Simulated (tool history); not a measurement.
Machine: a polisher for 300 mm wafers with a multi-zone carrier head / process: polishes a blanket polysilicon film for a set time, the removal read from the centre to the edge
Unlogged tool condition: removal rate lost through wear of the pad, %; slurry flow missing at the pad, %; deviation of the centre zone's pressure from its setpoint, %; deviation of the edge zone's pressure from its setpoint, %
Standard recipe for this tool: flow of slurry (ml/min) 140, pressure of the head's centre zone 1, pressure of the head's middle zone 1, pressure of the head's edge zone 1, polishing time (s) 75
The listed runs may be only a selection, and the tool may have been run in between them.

run,hour,flow of slurry (ml/min),pressure of the head's centre zone,pressure of the head's middle zone,pressure of the head's edge zone,polishing time (s),wafers since the last listed run,wafers polished on this pad,hours since the slurry nozzle was cleaned,hours since the centre zone pressure was calibrated,hours since the edge zone pressure was calibrated,hours since the carrier head's membrane was replaced,"incoming thickness of the incoming film, nm",film removed at the wafer's centre (angstrom),film removed at mid-radius (angstrom),film removed at the wafer's edge (angstrom)
1,0,140,1,1,0.96,75,0,753,618.2,611.4,712.7,1419.3,2231.5,5959,5974,5850
2,50.7,140,1,1,1,75,461,1214,668.9,662.1,763.4,1470,2237.2,5929,5796,5894
3,95.9,140,1,1,1,75,411,1625,714.1,707.3,808.6,1515.2,2203.1,5692,5552,5738
# hour 123: worn pad replaced by a new one
4,128.8,140,1,1,1,75,262,52,747,740.2,841.5,1548.1,2199.5,6104,6025,6245
5,173.7,105,1,1,1,75,408,461,791.9,785.1,886.4,1593,2227.6,5376,5428,5643
6,241,105,1,1,1,75,611,1073,859.2,852.4,953.7,1660.3,2207.6,5165,5141,5469
7,287,105,1,1,1,75,418,1491,905.2,898.4,999.7,1706.3,2236.6,4907,5051,5294
8,318.1,140,1,1,1,69,282,1774,936.3,929.5,1030.8,1737.4,2245,5053,4980,5135
# hour 353.4: slurry nozzle cleaned
# hour 359.1: worn pad replaced by a new one
9,366.3,140,1,1,0.9,75,392,65,12.9,977.7,1079,1785.6,2250.3,6640,6386,6118
10,427.3,140,1,1,0.9,75,554,620,73.9,1038.7,1140,1846.6,2189.3,6456,6207,6048
11,456.2,140,1,1,1,75,262,883,102.8,1067.6,1168.9,1875.5,2224,6319,6143,6202
12,506.2,140,1,1,0.93,75,454,1338,152.8,1117.6,1218.9,1925.5,2189.3,6171,6080,5852
13,531.9,170,1,1,1,90,233,1571,178.5,1143.3,1244.6,1951.2,2218.3,7848,7337,7181
# hour 561.6: carrier head's membrane replaced by a new one
# hour 567.9: centre zone pressure recalibrated
# hour 593: worn pad replaced by a new one
14,600.6,140,1,1,1,75,524,68,247.2,32.7,1313.3,39,2213.9,6525,6307,6363
# hour 645.8: edge zone pressure recalibrated
15,656.3,110,1.04,1.12,1.08,75,488,557,302.9,88.4,10.5,94.7,2191.1,6067,6130,6144
16,719.3,140,1,1.05,0.88,75,572,1130,365.9,151.4,73.5,157.7,2240.6,6021,6111,5727
17,760.3,140,1,1,1,75,372,1502,406.9,192.4,114.5,198.7,2257.1,5891,5761,5874
# hour 783.4: worn pad replaced by a new one
18,791.9,140,1,1,1,75,250,77,438.5,224,146.1,230.3,2179,6358,6172,6370
19,860.7,140,0.95,1,0.92,75,625,702,507.3,292.8,214.9,299.1,2221.5,5785,6007,5839
20,885,140,0.93,1.06,1.06,82,220,923,531.6,317.1,239.2,323.4,2219.6,6156,6602,6740
21,938.8,110,1,1,1,64,489,1413,585.4,370.9,293,377.2,2201.6,4573,4588,4778
# hour 972: worn pad replaced by a new one
22,993.1,105,0.95,1,1.1,87,457,191,639.7,425.2,347.3,431.5,2221.1,6148,6358,7118

Some steps in film removed at the wafer's centre (angstrom), run to run, broken into two amounts with sign: the step expected even without the hidden condition (settings, incoming material, random variation), and the rest, left for the hidden condition together with whatever gauge scatter is not in both the measured and the hidden-condition-free result:
Run 8 -> 9: pressure of the head's edge zone 1 -> 0.9, polishing time (s) 69 -> 75, slurry nozzle cleaned, worn pad replaced by a new one. film removed at the wafer's centre (angstrom) +1587: hidden state +1081, all else +506.
Run 12 -> 13: flow of slurry (ml/min) 140 -> 170, pressure of the head's edge zone 0.93 -> 1, polishing time (s) 75 -> 90. film removed at the wafer's centre (angstrom) +1677: hidden state -258, all else +1935.
Run 13 -> 14: flow of slurry (ml/min) 170 -> 140, polishing time (s) 90 -> 75, carrier head's membrane replaced by a new one, centre zone pressure recalibrated, worn pad replaced by a new one. film removed at the wafer's centre (angstrom) -1323: hidden state +602, all else -1925.

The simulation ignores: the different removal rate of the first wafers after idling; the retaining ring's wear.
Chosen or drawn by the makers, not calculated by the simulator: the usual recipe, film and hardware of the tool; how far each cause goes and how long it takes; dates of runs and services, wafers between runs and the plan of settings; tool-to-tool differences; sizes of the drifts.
